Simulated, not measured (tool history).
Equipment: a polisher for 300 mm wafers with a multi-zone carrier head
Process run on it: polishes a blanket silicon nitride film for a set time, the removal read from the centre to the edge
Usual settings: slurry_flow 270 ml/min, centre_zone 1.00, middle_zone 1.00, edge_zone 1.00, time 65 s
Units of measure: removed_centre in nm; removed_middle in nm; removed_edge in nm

run	hour	slurry_flow	centre_zone	middle_zone	edge_zone	time	incoming thickness of the incoming film, nm	removed_centre	removed_middle	removed_edge
1	0.0	270	1.00	1.06	1.00	65	515.5	101.6	118.1	111.3
2	49.4	230	1.07	1.00	1.00	65	513.8	109.1	110.8	109.2
3	147.5	230	1.07	1.00	1.00	65	507.9	111.9	112.4	114.0
# hour 176.4: centre zone pressure recalibrated, repeated, since the last time left the tool worse
4	205.2	230	1.07	1.00	1.00	65	499.9	122.5	110.2	111.8
# hour 265.4: slurry nozzle cleaned
5	294.1	270	1.00	1.00	1.00	65	512.1	120.5	113.7	113.4
6	342.7	270	1.00	1.00	1.00	65	503.7	118.6	111.3	114.8
# hour 368.0: worn pad replaced by a new one
7	408.5	315	1.00	0.93	1.00	65	507.0	119.5	108.4	116.6
# hour 475.2: carrier head's membrane replaced by a new one
# hour 484.7: edge zone pressure recalibrated
8	501.4	315	1.00	0.93	1.00	65	502.5	127.8	107.9	114.7
9	581.2	180	1.05	1.09	0.96	65	510.9	122.8	115.8	105.3
# hour 636.7: centre zone pressure recalibrated
10	671.6	270	1.00	1.00	0.90	74	514.9	134.2	130.3	121.9
# hour 677.9: slurry nozzle cleaned
11	743.9	270	1.00	1.06	1.00	65	517.2	115.4	118.7	113.6
12	812.2	270	1.00	1.00	1.04	56	499.9	101.4	96.1	100.5
# hour 834.3: worn pad replaced by a new one
13	856.7	270	1.06	0.93	1.00	65	509.8	123.8	108.0	113.5
14	952.9	270	1.00	1.00	1.00	65	517.2	122.0	111.4	111.9
15	990.5	230	1.00	0.97	1.00	65	512.0	119.5	108.3	110.9
# hour 1038.5: centre zone pressure recalibrated
16	1048.9	350	1.00	1.00	1.09	58	514.9	105.2	103.3	108.1
# hour 1078.5: slurry nozzle cleaned
17	1094.8	270	1.00	1.00	1.00	65	510.3	115.7	116.0	114.5
18	1163.4	270	1.00	1.00	1.00	65	505.6	115.4	112.2	115.1
# hour 1222.5: worn pad replaced by a new one
19	1239.8	270	0.90	0.96	1.00	65	506.1	106.6	110.0	113.4
20	1288.5	270	1.11	0.96	0.88	87	515.8	175.8	147.3	147.5
21	1379.6	270	1.00	1.07	1.00	65	507.5	121.1	120.0	114.5
# hour 1427.9: centre zone pressure recalibrated
# hour 1467.6: slurry nozzle cleaned
22	1476.8	270	1.06	0.93	1.00	65	508.1	122.1	108.6	114.9
23	1521.1	270	1.00	1.00	1.00	65	513.9	119.0	114.5	112.4

Alternative continuations, all from the tool just after run 23; predict every row:
A	1521.5	270	1.00	1.00	1.10	65	518.0	?	?	?
B	1521.5	230	1.00	0.96	1.00	65	518.0	?	?	?
C	1521.5	270	1.00	1.00	0.92	65	518.0	?	?	?

run	removed_centre	removed_middle	removed_edge
A	112.5	114.4	118.2
B	109.9	108.3	111.7
C	112.5	114.4	109.5
With the hidden condition removed and each run's random variation left untouched, the same runs would have given:
run	removed_centre	removed_middle	removed_edge
A	112.3	114.4	118.2
B	109.8	108.3	111.7
C	112.3	114.4	109.5

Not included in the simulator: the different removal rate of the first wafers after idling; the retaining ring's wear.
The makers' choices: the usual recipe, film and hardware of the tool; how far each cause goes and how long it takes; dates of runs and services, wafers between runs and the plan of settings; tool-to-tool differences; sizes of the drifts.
